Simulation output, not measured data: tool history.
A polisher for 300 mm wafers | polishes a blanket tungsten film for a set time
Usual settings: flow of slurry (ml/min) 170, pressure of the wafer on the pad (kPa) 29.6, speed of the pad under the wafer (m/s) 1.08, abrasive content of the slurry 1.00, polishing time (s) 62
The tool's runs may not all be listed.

run,hour,flow of slurry (ml/min),pressure of the wafer on the pad (kPa),speed of the pad under the wafer (m/s),abrasive content of the slurry,polishing time (s),"incoming thickness of the incoming film, nm",film removed (angstrom)
1,0.0,170,29.6,1.08,1.00,62,1374.9,2937
# hour 3.1: worn pad replaced by a new one
2,27.9,170,29.6,1.08,1.00,62,1355.0,3030
3,55.3,170,29.6,1.08,1.00,62,1367.5,2974
# hour 61.1: slurry tank refilled with fresh slurry and peroxide
# hour 90.7: worn pad replaced by a new one
4,91.2,170,29.6,1.08,0.90,62,1351.4,2658
5,117.7,170,29.6,1.08,0.85,62,1379.4,2723
6,139.4,170,29.6,1.08,0.85,62,1342.1,2633
7,171.9,170,29.6,1.08,0.85,62,1340.9,2619
# hour 183.1: slurry nozzle cleaned
8,201.8,170,29.6,1.08,1.00,62,1385.4,2656
# hour 218.3: worn pad replaced by a new one, repeated, since the last time left the tool worse
9,228.9,200,29.6,1.08,1.00,41,1349.6,2030
# hour 250.6: slurry tank refilled with fresh slurry and peroxide
# hour 252.0: head pressure recalibrated
10,259.7,170,22.1,0.88,1.30,62,1353.1,2047
# hour 271.9: slurry blender recalibrated
11,287.0,170,29.6,1.08,1.00,62,1372.2,2952
12,313.8,205,29.6,1.08,1.00,62,1359.3,3001
# hour 326.7: worn pad replaced by a new one
13,343.9,170,29.6,0.96,1.00,62,1341.0,2679
14,366.3,170,29.6,1.08,1.00,78,1380.6,3767
15,382.2,145,40.0,1.08,1.00,51,1346.7,3089
# hour 412.8: slurry tank refilled with fresh slurry and peroxide
# hour 414.6: worn pad replaced by a new one
16,478.2,170,29.6,1.08,1.00,62,1387.0,2986
# hour 513.5: worn pad replaced by a new one
17,514.0,140,40.0,1.08,0.75,62,1351.4,3527

Forecast each of these 5 alternatives for the next run:
A,514.4,170,29.6,1.08,1.00,62,1345.2,?
B,514.4,125,22.1,1.08,1.00,62,1345.2,?
C,514.4,170,29.6,1.08,1.00,53,1345.2,?
D,514.4,185,37.2,0.72,1.00,80,1345.2,?
E,514.4,170,29.6,0.94,0.75,80,1345.2,?

run,film removed (angstrom)
A,3007
B,2252
C,2570
D,3171
E,3145
Without the tool's hidden state the same runs would have given:
run,film removed (angstrom)
A,3025
B,2265
C,2586
D,3191
E,3164
